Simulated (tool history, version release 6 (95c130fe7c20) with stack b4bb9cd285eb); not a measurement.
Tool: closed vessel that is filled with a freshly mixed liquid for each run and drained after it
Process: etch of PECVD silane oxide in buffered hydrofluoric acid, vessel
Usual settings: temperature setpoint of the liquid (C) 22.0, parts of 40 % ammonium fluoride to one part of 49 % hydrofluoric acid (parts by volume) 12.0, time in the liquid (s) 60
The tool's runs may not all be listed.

run,hour,temperature setpoint of the liquid (C),parts of 40 % ammonium fluoride to one part of 49 % hydrofluoric acid (parts by volume),time in the liquid (s),"read-back film thickness of the PECVD silane oxide reference wafer, read on the same gauge (nm)",thickness taken off the PECVD silane oxide on a monitor wafer (Å)
1,0.0,25.0,12.0,60,30.02,907.4
2,38.6,26.0,12.0,50,29.97,791.5
3,141.6,26.0,12.0,50,30.01,800.3
4,193.2,26.0,12.0,50,30.00,808.5
5,296.3,22.0,9.5,60,29.95,950.7
6,369.9,22.0,9.5,60,30.04,943.5
7,431.4,20.5,12.0,60,30.00,707.7
8,507.2,20.5,12.0,60,30.02,712.0
9,591.5,20.5,12.0,60,30.01,712.5
10,675.4,22.0,12.0,85,29.99,1106.5
# hour 709.5: hydrofluoric acid flow meter replaced
# hour 719.6: gauge calibrated
11,743.6,22.0,12.0,60,30.02,776.2
12,819.6,22.0,12.0,60,29.99,768.7
13,865.2,25.0,10.0,30,29.98,541.6
# hour 887.4: thermometer replaced
14,958.0,22.0,13.5,40,29.99,454.6
15,1019.6,22.0,12.0,40,30.00,518.3
16,1076.0,18.0,7.0,50,30.02,860.3
17,1145.7,22.0,12.0,60,30.01,775.6
18,1190.7,22.0,12.0,60,30.01,763.4
19,1228.3,22.0,12.0,35,30.03,454.1
20,1305.9,22.0,12.0,60,30.00,772.6
21,1365.0,22.0,15.0,30,30.02,312.4
22,1436.4,23.5,12.0,60,30.03,833.1

Forecast each of these 4 alternatives for the next run:
A,1437.1,22.0,13.5,60,?,?
B,1437.1,22.0,12.0,90,?,?
C,1437.1,22.0,12.0,30,?,?
D,1437.1,23.5,17.0,85,?,?

run,"read-back film thickness of the PECVD silane oxide reference wafer, read on the same gauge (nm)",thickness taken off the PECVD silane oxide on a monitor wafer (Å)
A,30.00,688.0
B,30.00,1158.2
C,30.00,386.1
D,30.00,844.0
Without the tool's hidden state the same runs would have given:
run,thickness taken off the PECVD silane oxide on a monitor wafer (Å)
A,688.0
B,1158.2
C,386.1
D,844.0
